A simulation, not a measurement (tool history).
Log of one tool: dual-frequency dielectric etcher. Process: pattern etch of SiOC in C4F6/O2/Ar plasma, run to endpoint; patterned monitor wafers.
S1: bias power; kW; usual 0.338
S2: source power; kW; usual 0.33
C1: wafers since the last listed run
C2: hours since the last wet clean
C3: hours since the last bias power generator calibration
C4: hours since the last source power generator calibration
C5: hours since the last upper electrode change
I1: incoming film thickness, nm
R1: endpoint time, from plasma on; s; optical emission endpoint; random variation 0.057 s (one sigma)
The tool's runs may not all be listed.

run	hour	S1	S2	C1	C2	C3	C4	C5	I1	R1
1	0	0.385	0.33	0	323.3	2348.5	1971	2793.6	45.83	17.4
2	7.8	0.385	0.33	168	331.1	2356.3	1978.8	2801.4	46.11	17.5
3	16.4	0.385	0.33	185	339.7	2364.9	1987.4	2810	46.74	17.7
4	61.3	0.338	0.33	967	384.6	2409.8	2032.3	2854.9	45.46	18
5	77.7	0.338	0.33	353	401	2426.2	2048.7	2871.3	46.38	18.4
6	89.2	0.338	0.33	247	412.5	2437.7	2060.2	2882.8	45.96	18.1
7	103.2	0.338	0.33	301	426.5	2451.7	2074.2	2896.8	46.03	18.2
# hour 115.1: source power generator calibrated
8	115.6	0.271	0.33	180	438.9	2464.1	0.5	2909.2	46.1	19.9
# hour 121.3: bias power generator calibrated
9	121.8	0.278	0.35	47	445.1	0.5	6.7	2915.4	45.65	19.2
10	130.4	0.278	0.35	185	453.7	9.1	15.3	2924	46.18	19.3
11	143.6	0.338	0.38	284	466.9	22.3	28.5	2937.2	46.44	17.5
# hour 178.9: upper electrode replaced
# hour 199: wet clean of the chamber
12	199.5	0.338	0.33	253	0.5	78.2	84.4	20.6	45.82	18.8
13	199.8	0.338	0.33	6	0.8	78.5	84.7	20.9	46.18	18.9
14	200.1	0.367	0.39	6	1.1	78.8	85	21.2	46.02	17.1
15	200.4	0.299	0.33	6	1.4	79.1	85.3	21.5	46.28	19.8
16	201.7	0.338	0.33	28	2.7	80.4	86.6	22.8	46.31	19
17	215.1	0.338	0.39	288	16.1	93.8	100	36.2	46.02	17.8
18	224	0.369	0.36	191	25	102.7	108.9	45.1	45.95	17.6
19	234.4	0.259	0.27	224	35.4	113.1	119.3	55.5	46.07	22.2
20	249.9	0.292	0.4	333	50.9	128.6	134.8	71	46.32	18.7
21	262.9	0.368	0.37	280	63.9	141.6	147.8	84	46.48	17.5
22	279.9	0.418	0.3	366	80.9	158.6	164.8	101	46.13	17.8
23	290.5	0.396	0.33	228	91.5	169.2	175.4	111.6	46.19	17.6
24	307.7	0.385	0.33	370	108.7	186.4	192.6	128.8	45.7	17.5
25	315.8	0.292	0.37	174	116.8	194.5	200.7	136.9	46.16	19
26	325.1	0.381	0.28	200	126.1	203.8	210	146.2	45.88	18.8

Forecast each of these 3 alternatives for the next run:
A	325.5	0.261	0.33	8	126.5	204.2	210.4	146.6	45.99	?
B	325.5	0.338	0.35	8	126.5	204.2	210.4	146.6	45.99	?
C	325.5	0.392	0.27	8	126.5	204.2	210.4	146.6	45.99	?

run	R1
A	20.6
B	18.2
C	18.7
Without the tool's hidden state the same runs would have given:
run	R1
A	20.8
B	18.5
C	19
